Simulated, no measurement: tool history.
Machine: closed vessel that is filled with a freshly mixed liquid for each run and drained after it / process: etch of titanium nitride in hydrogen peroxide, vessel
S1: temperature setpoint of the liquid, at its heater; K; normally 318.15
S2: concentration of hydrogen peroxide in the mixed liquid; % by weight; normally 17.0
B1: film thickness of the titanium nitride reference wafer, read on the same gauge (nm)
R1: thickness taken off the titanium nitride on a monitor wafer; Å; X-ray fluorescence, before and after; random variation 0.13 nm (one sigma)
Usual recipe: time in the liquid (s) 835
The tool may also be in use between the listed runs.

{"run": 1, "day": 0.0, "S1": 322.65, "S2": 14.5, "time in the liquid (s)": 835, "B1": 70.01, "R1": 222.9}
{"run": 2, "day": 5.012, "S1": 318.15, "S2": 17.0, "time in the liquid (s)": 835, "B1": 69.99, "R1": 168.0}
{"run": 3, "day": 9.288, "S1": 318.15, "S2": 17.0, "time in the liquid (s)": 835, "B1": 69.99, "R1": 166.0}
{"run": 4, "day": 12.529, "S1": 318.15, "S2": 17.0, "time in the liquid (s)": 835, "B1": 70.01, "R1": 165.5}
{"run": 5, "day": 16.988, "S1": 318.15, "S2": 17.0, "time in the liquid (s)": 835, "B1": 70.0, "R1": 167.4}
{"day": 20.471, "done": "peroxide flow meter replaced"}
{"run": 6, "day": 20.888, "S1": 318.15, "S2": 17.0, "time in the liquid (s)": 835, "B1": 69.99, "R1": 167.6}
{"run": 7, "day": 24.521, "S1": 318.15, "S2": 17.0, "time in the liquid (s)": 835, "B1": 69.98, "R1": 168.8}
{"run": 8, "day": 26.25, "S1": 318.15, "S2": 17.0, "time in the liquid (s)": 835, "B1": 69.99, "R1": 168.5}
{"run": 9, "day": 28.662, "S1": 318.15, "S2": 17.0, "time in the liquid (s)": 835, "B1": 70.01, "R1": 167.5}
{"run": 10, "day": 30.196, "S1": 318.15, "S2": 17.0, "time in the liquid (s)": 835, "B1": 70.03, "R1": 167.9}
{"run": 11, "day": 31.912, "S1": 318.15, "S2": 17.0, "time in the liquid (s)": 835, "B1": 69.99, "R1": 168.3}
{"run": 12, "day": 36.638, "S1": 321.15, "S2": 17.0, "time in the liquid (s)": 835, "B1": 70.0, "R1": 209.5}
{"run": 13, "day": 40.179, "S1": 318.15, "S2": 17.0, "time in the liquid (s)": 835, "B1": 69.99, "R1": 169.1}
{"day": 43.429, "done": "new drum of peroxide connected"}
{"run": 14, "day": 44.238, "S1": 318.15, "S2": 17.0, "time in the liquid (s)": 835, "B1": 70.0, "R1": 167.5}
{"day": 46.371, "done": "gauge calibrated"}
{"run": 15, "day": 46.979, "S1": 323.15, "S2": 17.0, "time in the liquid (s)": 1315, "B1": 69.99, "R1": 374.6}
{"run": 16, "day": 49.129, "S1": 323.15, "S2": 17.0, "time in the liquid (s)": 1315, "B1": 70.01, "R1": 375.2}
{"run": 17, "day": 53.321, "S1": 318.15, "S2": 17.0, "time in the liquid (s)": 835, "B1": 70.0, "R1": 164.0}
{"run": 18, "day": 56.954, "S1": 327.15, "S2": 21.0, "time in the liquid (s)": 1275, "B1": 70.0, "R1": 514.7}
{"run": 19, "day": 60.042, "S1": 318.15, "S2": 17.0, "time in the liquid (s)": 835, "B1": 69.99, "R1": 166.8}
{"run": 20, "day": 63.458, "S1": 318.15, "S2": 12.5, "time in the liquid (s)": 1245, "B1": 69.98, "R1": 230.9}
{"run": 21, "day": 67.292, "S1": 318.15, "S2": 12.5, "time in the liquid (s)": 835, "B1": 69.99, "R1": 154.1}
{"day": 69.117, "done": "peroxide flow meter replaced"}
{"day": 70.212, "done": "thermometer replaced"}
{"run": 22, "day": 70.562, "S1": 318.15, "S2": 17.0, "time in the liquid (s)": 835, "B1": 69.99, "R1": 167.4}
{"run": 23, "day": 72.167, "S1": 318.15, "S2": 17.0, "time in the liquid (s)": 395, "B1": 70.0, "R1": 79.4}
{"run": 24, "day": 76.388, "S1": 318.15, "S2": 17.0, "time in the liquid (s)": 835, "B1": 70.01, "R1": 167.1}
{"run": 25, "day": 78.171, "S1": 310.65, "S2": 13.0, "time in the liquid (s)": 1250, "B1": 69.99, "R1": 134.0}
{"run": 26, "day": 81.567, "S1": 324.65, "S2": 12.5, "time in the liquid (s)": 640, "B1": 70.0, "R1": 195.1}
{"run": 27, "day": 84.346, "S1": 318.15, "S2": 17.0, "time in the liquid (s)": 835, "B1": 69.98, "R1": 170.5}
{"run": 28, "day": 85.858, "S1": 323.15, "S2": 13.0, "time in the liquid (s)": 525, "B1": 70.0, "R1": 143.2}
{"run": 29, "day": 89.388, "S1": 318.15, "S2": 14.0, "time in the liquid (s)": 835, "B1": 70.0, "R1": 158.8}
{"run": 30, "day": 93.467, "S1": 325.65, "S2": 21.5, "time in the liquid (s)": 390, "B1": 70.0, "R1": 142.8}

Predict each of these 3 candidate next runs independently; none follows another, all start after run 30:
{"run": "A", "day": 93.504, "S1": 318.15, "S2": 17.0, "time in the liquid (s)": 835, "B1": "?", "R1": "?"}
{"run": "B", "day": 93.504, "S1": 314.15, "S2": 15.5, "time in the liquid (s)": 410, "B1": "?", "R1": "?"}
{"run": "C", "day": 93.504, "S1": 318.15, "S2": 17.0, "time in the liquid (s)": 1275, "B1": "?", "R1": "?"}

run=A B1=70.01 R1=166.5
run=B B1=70.01 R1=59.3
run=C B1=70.01 R1=254.2
With the hidden condition removed and each run's random variation left untouched, the same runs would have given:
run=A R1=169.3
run=B R1=60.3
run=C R1=258.5
